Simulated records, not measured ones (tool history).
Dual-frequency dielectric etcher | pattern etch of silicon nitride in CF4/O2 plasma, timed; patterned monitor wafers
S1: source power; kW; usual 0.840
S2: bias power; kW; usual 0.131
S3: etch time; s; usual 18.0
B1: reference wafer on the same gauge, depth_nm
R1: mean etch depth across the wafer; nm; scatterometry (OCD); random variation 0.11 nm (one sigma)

run,hour,S1,S2,S3,B1,R1
1,0.0,0.950,0.131,18.0,56.4,58.3
# hour 7.4: wet clean of the chamber
2,41.3,0.840,0.114,18.0,56.4,52.1
3,104.1,0.840,0.114,18.0,56.5,52.3
4,166.8,0.840,0.114,18.0,56.7,52.3
# hour 211.1: upper electrode replaced
5,212.1,0.840,0.131,20.5,56.8,61.6
6,240.5,0.840,0.131,18.0,56.8,54.0
# hour 290.2: source power generator calibrated
7,295.6,0.840,0.138,18.0,56.9,55.0

Run 8 comes next. What will it give?
# hour 343.4: bias power generator calibrated
# hour 353.7: gauge calibrated
8,362.3,0.940,0.119,15.5,?,?

{"run 8": {"B1": 56.2, "R1": 48.6}}
Without the tool's hidden state the same run would have given R1 48.5 nm.

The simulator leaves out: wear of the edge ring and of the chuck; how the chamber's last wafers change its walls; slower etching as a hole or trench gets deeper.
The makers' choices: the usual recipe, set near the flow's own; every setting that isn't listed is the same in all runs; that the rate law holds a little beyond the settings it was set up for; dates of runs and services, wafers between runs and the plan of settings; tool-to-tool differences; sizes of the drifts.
